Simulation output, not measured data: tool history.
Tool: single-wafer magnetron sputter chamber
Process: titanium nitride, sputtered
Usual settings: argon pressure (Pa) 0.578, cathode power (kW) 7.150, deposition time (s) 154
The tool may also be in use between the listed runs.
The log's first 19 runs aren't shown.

run	hour	argon pressure (Pa)	cathode power (kW)	deposition time (s)	read-back reference wafer on the same gauge, thickness_nm	mean film thickness on the monitor wafer (nm)
20	1744.3	0.578	7.150	154	207.927	203.638
# hour 1759.5: magnet pack replaced
21	1834.1	0.768	6.050	154	207.991	165.703
22	1927.4	0.695	7.600	154	208.065	205.853
23	2010.7	0.668	5.600	136	207.996	139.565
# hour 2041.1: sputter target and shields replaced
24	2097.0	0.413	7.150	154	208.059	216.549
25	2160.0	0.578	6.250	168	208.061	200.033
26	2199.7	0.424	6.500	145	207.970	186.495
27	2284.5	0.669	7.150	154	207.878	200.367
28	2325.3	0.468	8.250	154	208.013	240.284
29	2369.6	0.578	7.150	181	207.934	241.857
30	2475.4	0.750	6.600	141	207.996	165.961
31	2556.1	0.697	5.950	184	207.960	200.002
32	2636.1	0.578	8.100	154	208.022	226.880

Forecast each of these 4 alternatives for the next run:
A	2636.5	0.578	7.800	154	?	?
B	2636.5	0.722	6.600	154	?	?
C	2636.5	0.792	5.950	177	?	?
D	2636.5	0.498	7.150	139	?	?

run	read-back reference wafer on the same gauge, thickness_nm	mean film thickness on the monitor wafer (nm)
A	208.059	219.845
B	208.059	182.155
C	208.059	187.580
D	208.059	187.609
Without the tool's hidden state the same runs would have given:
run	mean film thickness on the monitor wafer (nm)
A	224.009
B	185.605
C	191.133
D	191.162
